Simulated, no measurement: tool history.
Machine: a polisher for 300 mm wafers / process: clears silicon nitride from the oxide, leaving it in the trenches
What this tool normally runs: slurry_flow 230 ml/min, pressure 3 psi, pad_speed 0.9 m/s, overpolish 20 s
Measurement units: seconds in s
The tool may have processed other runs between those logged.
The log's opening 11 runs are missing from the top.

run   hour  slurry_flow  pressure  pad_speed  overpolish  incoming thickness of the incoming film, nm  seconds
 12  151.8          230         3        0.9          20                                        139.6    203.4
     158.7  -- head pressure recalibrated
 13  159.5          230         3        0.9          20                                        137.8    212.4
 14  171.2          230         3       0.72          20                                        141.7    283.4
     177.9  -- worn pad replaced by a new one
 15  188.3          230       2.8        0.9          20                                        138.4    198.3
 16  202.4          230         3        0.9          20                                          142    191.8
 17  212.9          230         3        0.9          20                                        138.4    186.5
 18  223.5          260         3        0.9          16                                        141.1    189.7
 19  241.3          300         3        0.9          14                                          139    190.2
 20  249.2          170       2.4       1.18          29                                        137.7    197.4
 21  266.9          230         3        0.9          20                                        138.7    206.4
     277.9  -- slurry nozzle cleaned
     279.8  -- worn pad replaced by a new one
 22  280.3          195         3        0.9          14                                          139    191.2
 23  290.8          230       3.6        0.9          20                                        137.3    153.5
 24  301.2          210         3        0.9          12                                        138.2    193.2
 25  313.1          230       3.4       0.62          20                                        137.9      246
 26  322.4          185       2.7       0.74          20                                        138.3    270.6
 27  339.7          230         3        0.9          20                                          140    200.7
 28  353.2          310         3        0.9          20                                        141.8    201.7
 29    365          280       2.7       0.62          27                                        138.5    323.9
     379.8  -- worn pad replaced by a new one
 30  380.3          175         4       0.62          20                                          140    216.9

Here are 3 independent what-if runs from the current tool condition. What would each one return?
  A  380.8          195         3        0.9          20                                          138        ?
  B  380.8          230       3.9          1          30                                          138        ?
  C  380.8          160       2.4       0.74          23                                          138        ?

run  seconds
  A    188.1
  B    127.2
  C    295.8
Without the tool's unlogged condition, the same runs would have read:
run  seconds
  A      184
  B    124.5
  C    289.4
